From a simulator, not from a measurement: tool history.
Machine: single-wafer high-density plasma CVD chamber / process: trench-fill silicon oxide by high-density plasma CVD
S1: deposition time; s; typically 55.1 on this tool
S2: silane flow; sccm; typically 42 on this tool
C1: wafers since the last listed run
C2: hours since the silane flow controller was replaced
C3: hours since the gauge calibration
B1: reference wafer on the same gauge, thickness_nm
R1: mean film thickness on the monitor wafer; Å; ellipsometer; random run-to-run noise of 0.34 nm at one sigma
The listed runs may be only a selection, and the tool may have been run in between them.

{"run": 1, "day": 0.0, "S1": 51, "S2": 42, "C1": 0, "C2": 3686.2, "C3": 54, "B1": 244.469, "R1": 2130.3}
{"run": 2, "day": 0.708, "S1": 55.1, "S2": 46, "C1": 295, "C2": 3703.2, "C3": 71, "B1": 244.498, "R1": 2489.58}
{"run": 3, "day": 1.2, "S1": 55.1, "S2": 46, "C1": 205, "C2": 3715, "C3": 82.8, "B1": 244.755, "R1": 2489.14}
{"run": 4, "day": 2.433, "S1": 55.1, "S2": 46, "C1": 514, "C2": 3744.6, "C3": 112.4, "B1": 245.084, "R1": 2497.54}
{"run": 5, "day": 2.775, "S1": 52.8, "S2": 42, "C1": 142, "C2": 3752.8, "C3": 120.6, "B1": 245.229, "R1": 2210.03}
{"run": 6, "day": 3.683, "S1": 52.8, "S2": 42, "C1": 378, "C2": 3774.6, "C3": 142.4, "B1": 245.363, "R1": 2210.38}
{"run": 7, "day": 4.433, "S1": 52.8, "S2": 42, "C1": 312, "C2": 3792.6, "C3": 160.4, "B1": 245.414, "R1": 2208.17}
{"run": 8, "day": 5.088, "S1": 55.1, "S2": 45, "C1": 272, "C2": 3808.3, "C3": 176.1, "B1": 245.63, "R1": 2447.92}
{"day": 5.454, "done": "gauge calibrated"}
{"day": 5.817, "done": "silane flow controller replaced"}
{"run": 9, "day": 5.838, "S1": 55.1, "S2": 47, "C1": 173, "C2": 0.5, "C3": 9.2, "B1": 243.802, "R1": 2528.92}
{"run": 10, "day": 5.862, "S1": 55.1, "S2": 38, "C1": 10, "C2": 1.1, "C3": 9.8, "B1": 243.931, "R1": 2104.36}
{"run": 11, "day": 6.338, "S1": 55.1, "S2": 44, "C1": 198, "C2": 12.5, "C3": 21.2, "B1": 243.864, "R1": 2388.79}
{"run": 12, "day": 6.721, "S1": 46.4, "S2": 50, "C1": 159, "C2": 21.7, "C3": 30.4, "B1": 244.175, "R1": 2248.15}
{"run": 13, "day": 7.258, "S1": 55.1, "S2": 42, "C1": 224, "C2": 34.6, "C3": 43.3, "B1": 244.214, "R1": 2299.79}
{"run": 14, "day": 9.192, "S1": 49.5, "S2": 42, "C1": 806, "C2": 81, "C3": 89.7, "B1": 244.546, "R1": 2060.88}
{"run": 15, "day": 9.488, "S1": 55.1, "S2": 35, "C1": 123, "C2": 88.1, "C3": 96.8, "B1": 244.707, "R1": 1972.86}
{"run": 16, "day": 9.958, "S1": 55.1, "S2": 46, "C1": 196, "C2": 99.4, "C3": 108.1, "B1": 244.821, "R1": 2482.24}
{"run": 17, "day": 10.421, "S1": 55.1, "S2": 40, "C1": 192, "C2": 110.5, "C3": 119.2, "B1": 244.914, "R1": 2206.13}

Below are 5 alternative next runs, each starting from the tool's condition after run 17. Predict each:
{"run": "A", "day": 10.438, "S1": 55.1, "S2": 42, "C1": 6, "C2": 110.9, "C3": 119.6, "B1": "?", "R1": "?"}
{"run": "B", "day": 10.438, "S1": 45.4, "S2": 35, "C1": 6, "C2": 110.9, "C3": 119.6, "B1": "?", "R1": "?"}
{"run": "C", "day": 10.438, "S1": 47.7, "S2": 46, "C1": 6, "C2": 110.9, "C3": 119.6, "B1": "?", "R1": "?"}
{"run": "D", "day": 10.438, "S1": 59.7, "S2": 42, "C1": 6, "C2": 110.9, "C3": 119.6, "B1": "?", "R1": "?"}
{"run": "E", "day": 10.438, "S1": 60.5, "S2": 35, "C1": 6, "C2": 110.9, "C3": 119.6, "B1": "?", "R1": "?"}

run=A B1=244.95 R1=2300.46
run=B B1=244.95 R1=1624.63
run=C B1=244.95 R1=2154.12
run=D B1=244.95 R1=2492.51
run=E B1=244.95 R1=2164.98
With no hidden state in the tool, these same runs would have given:
run=A R1=2292.21
run=B R1=1618.8
run=C R1=2146.4
run=D R1=2483.58
run=E R1=2157.21
